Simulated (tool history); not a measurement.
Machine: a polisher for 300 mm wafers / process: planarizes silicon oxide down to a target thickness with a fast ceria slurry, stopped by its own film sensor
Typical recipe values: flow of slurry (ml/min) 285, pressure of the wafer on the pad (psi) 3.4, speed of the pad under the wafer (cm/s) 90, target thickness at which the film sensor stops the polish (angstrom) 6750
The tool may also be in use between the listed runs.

run,day,flow of slurry (ml/min),pressure of the wafer on the pad (psi),speed of the pad under the wafer (cm/s),target thickness at which the film sensor stops the polish (angstrom),"incoming thickness of the incoming film, nm",time until the film sensor stopped the polish (s)
1,0.000,285,3.4,90,7520,1528.0,58.3
# day 0.246: worn pad replaced by a new one
2,0.267,315,3.4,90,8820,1527.7,40.8
3,0.808,315,3.4,90,8820,1514.4,40.8
4,1.146,285,3.4,90,6750,1524.2,55.8
5,1.496,285,3.4,90,7460,1545.2,54.2
6,2.929,285,3.4,90,7460,1523.5,54.6
7,3.304,285,3.4,90,6750,1500.2,59.4
8,3.892,285,3.4,90,6750,1524.6,62.5
# day 4.158: worn pad replaced by a new one
# day 4.217: slurry nozzle cleaned
9,4.304,285,3.4,90,6750,1527.9,57.2
# day 4.500: head pressure recalibrated
10,4.992,285,3.4,90,6750,1511.5,56.8
11,5.554,285,3.4,90,6750,1513.1,56.6
12,6.288,355,3.4,100,6750,1537.2,54.7
13,6.908,285,3.4,90,6750,1522.8,59.4
14,7.167,285,3.4,72,6750,1525.1,68.2
# day 7.667: worn pad replaced by a new one
15,7.688,210,4.5,114,8880,1504.0,30.2
16,7.796,285,3.4,90,7460,1490.4,48.9
17,8.088,285,3.4,90,6750,1501.9,55.5
18,8.817,375,3.4,108,6750,1521.7,48.3
19,9.358,365,3.4,90,6750,1514.7,53.5
20,9.675,340,3.4,90,6750,1528.7,58.7

5 ways to go on from here, each from the tool as it stands after run 20. What would each give?
A,9.692,285,3.4,90,6750,1545.3,?
B,9.692,200,3.4,80,6750,1545.3,?
C,9.692,320,4.0,60,6750,1545.3,?
D,9.692,285,3.4,70,6750,1545.3,?
E,9.692,285,3.4,74,6750,1545.3,?

run,time until the film sensor stopped the polish (s)
A,58.7
B,65.1
C,64.5
D,67.9
E,65.8
Without the tool's hidden state the same runs would have given:
run,time until the film sensor stopped the polish (s)
A,56.9
B,63.1
C,62.5
D,65.8
E,63.8

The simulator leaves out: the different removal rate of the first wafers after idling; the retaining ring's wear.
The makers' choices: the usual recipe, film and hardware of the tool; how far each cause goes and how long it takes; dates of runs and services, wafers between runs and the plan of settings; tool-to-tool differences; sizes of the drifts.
